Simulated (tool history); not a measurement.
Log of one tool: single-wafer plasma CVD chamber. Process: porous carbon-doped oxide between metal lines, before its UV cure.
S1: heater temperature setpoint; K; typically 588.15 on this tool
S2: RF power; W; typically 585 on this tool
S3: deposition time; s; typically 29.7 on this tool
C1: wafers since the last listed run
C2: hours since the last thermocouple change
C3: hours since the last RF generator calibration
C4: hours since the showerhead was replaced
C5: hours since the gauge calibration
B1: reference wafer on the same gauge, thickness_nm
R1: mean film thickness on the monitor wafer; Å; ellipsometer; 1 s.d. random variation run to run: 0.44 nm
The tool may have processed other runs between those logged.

{"run": 1, "hour": 0.0, "S1": 588.15, "S2": 585, "S3": 29.7, "C1": 0, "C2": 1865.5, "C3": 2313.9, "C4": 5291.2, "C5": 574.5, "B1": 164.975, "R1": 1544.75}
{"run": 2, "hour": 46.4, "S1": 588.15, "S2": 585, "S3": 29.7, "C1": 1434, "C2": 1911.9, "C3": 2360.3, "C4": 5337.6, "C5": 620.9, "B1": 164.923, "R1": 1540.98}
{"run": 3, "hour": 114.4, "S1": 588.15, "S2": 585, "S3": 29.7, "C1": 2102, "C2": 1979.9, "C3": 2428.3, "C4": 5405.6, "C5": 688.9, "B1": 165.022, "R1": 1557.66}
{"run": 4, "hour": 178.8, "S1": 588.15, "S2": 585, "S3": 29.7, "C1": 1990, "C2": 2044.3, "C3": 2492.7, "C4": 5470.0, "C5": 753.3, "B1": 164.991, "R1": 1547.98}
{"run": 5, "hour": 250.3, "S1": 588.15, "S2": 585, "S3": 29.7, "C1": 2210, "C2": 2115.8, "C3": 2564.2, "C4": 5541.5, "C5": 824.8, "B1": 165.012, "R1": 1542.19}
{"hour": 270.7, "done": "RF generator calibrated"}
{"hour": 291.2, "done": "gauge calibrated"}
{"run": 6, "hour": 317.7, "S1": 588.15, "S2": 610, "S3": 29.7, "C1": 1836, "C2": 2183.2, "C3": 47.0, "C4": 5608.9, "C5": 26.5, "B1": 164.96, "R1": 1542.68}
{"run": 7, "hour": 347.0, "S1": 588.15, "S2": 610, "S3": 29.7, "C1": 905, "C2": 2212.5, "C3": 76.3, "C4": 5638.2, "C5": 55.8, "B1": 165.023, "R1": 1550.97}
{"run": 8, "hour": 411.1, "S1": 588.15, "S2": 610, "S3": 29.7, "C1": 1981, "C2": 2276.6, "C3": 140.4, "C4": 5702.3, "C5": 119.9, "B1": 164.951, "R1": 1542.16}
{"run": 9, "hour": 459.6, "S1": 588.15, "S2": 545, "S3": 29.7, "C1": 1499, "C2": 2325.1, "C3": 188.9, "C4": 5750.8, "C5": 168.4, "B1": 164.963, "R1": 1456.5}
{"hour": 476.5, "done": "RF generator calibrated, repeated, since the last time left the tool worse"}
{"run": 10, "hour": 495.7, "S1": 594.15, "S2": 545, "S3": 35.3, "C1": 868, "C2": 2361.2, "C3": 19.2, "C4": 5786.9, "C5": 204.5, "B1": 165.037, "R1": 1775.12}
{"run": 11, "hour": 548.3, "S1": 588.15, "S2": 690, "S3": 29.7, "C1": 1626, "C2": 2413.8, "C3": 71.8, "C4": 5839.5, "C5": 257.1, "B1": 165.031, "R1": 1734.14}
{"hour": 597.0, "done": "showerhead replaced"}
{"run": 12, "hour": 603.1, "S1": 588.15, "S2": 585, "S3": 29.7, "C1": 1446, "C2": 2468.6, "C3": 126.6, "C4": 6.1, "C5": 311.9, "B1": 164.951, "R1": 1596.21}
{"run": 13, "hour": 629.0, "S1": 588.15, "S2": 585, "S3": 29.7, "C1": 800, "C2": 2494.5, "C3": 152.5, "C4": 32.0, "C5": 337.8, "B1": 165.034, "R1": 1595.63}
{"hour": 649.0, "done": "thermocouple changed; heater temperature recalibrated"}
{"run": 14, "hour": 656.2, "S1": 595.15, "S2": 630, "S3": 27.5, "C1": 593, "C2": 7.2, "C3": 179.7, "C4": 59.2, "C5": 365.0, "B1": 165.021, "R1": 1492.84}
{"run": 15, "hour": 712.4, "S1": 588.15, "S2": 585, "S3": 29.7, "C1": 1737, "C2": 63.4, "C3": 235.9, "C4": 115.4, "C5": 421.2, "B1": 164.967, "R1": 1599.14}
{"run": 16, "hour": 774.6, "S1": 594.15, "S2": 660, "S3": 35.2, "C1": 1922, "C2": 125.6, "C3": 298.1, "C4": 177.6, "C5": 483.4, "B1": 165.039, "R1": 1951.76}
{"run": 17, "hour": 820.3, "S1": 588.15, "S2": 515, "S3": 29.7, "C1": 1412, "C2": 171.3, "C3": 343.8, "C4": 223.3, "C5": 529.1, "B1": 165.047, "R1": 1492.29}
{"run": 18, "hour": 849.0, "S1": 596.15, "S2": 585, "S3": 24.3, "C1": 887, "C2": 200.0, "C3": 372.5, "C4": 252.0, "C5": 557.8, "B1": 164.995, "R1": 1271.77}

4 options for the next run, each taken on its own from the tool as it stands now. Forecast them:
{"run": "A", "hour": 849.4, "S1": 588.15, "S2": 585, "S3": 29.7, "C1": 12, "C2": 200.4, "C3": 372.9, "C4": 252.4, "C5": 558.2, "B1": "?", "R1": "?"}
{"run": "B", "hour": 849.4, "S1": 594.15, "S2": 535, "S3": 27.6, "C1": 12, "C2": 200.4, "C3": 372.9, "C4": 252.4, "C5": 558.2, "B1": "?", "R1": "?"}
{"run": "C", "hour": 849.4, "S1": 597.15, "S2": 680, "S3": 29.7, "C1": 12, "C2": 200.4, "C3": 372.9, "C4": 252.4, "C5": 558.2, "B1": "?", "R1": "?"}
{"run": "D", "hour": 849.4, "S1": 574.15, "S2": 675, "S3": 34.0, "C1": 12, "C2": 200.4, "C3": 372.9, "C4": 252.4, "C5": 558.2, "B1": "?", "R1": "?"}

run=A B1=165.118 R1=1582.99
run=B B1=165.118 R1=1371.93
run=C B1=165.118 R1=1642.57
run=D B1=165.118 R1=2076.18
The same runs, with their run-to-run variation unchanged, on a tool lacking any hidden condition would have given:
run=A R1=1590.06
run=B R1=1378.19
run=C R1=1649.80
run=D R1=2085.31
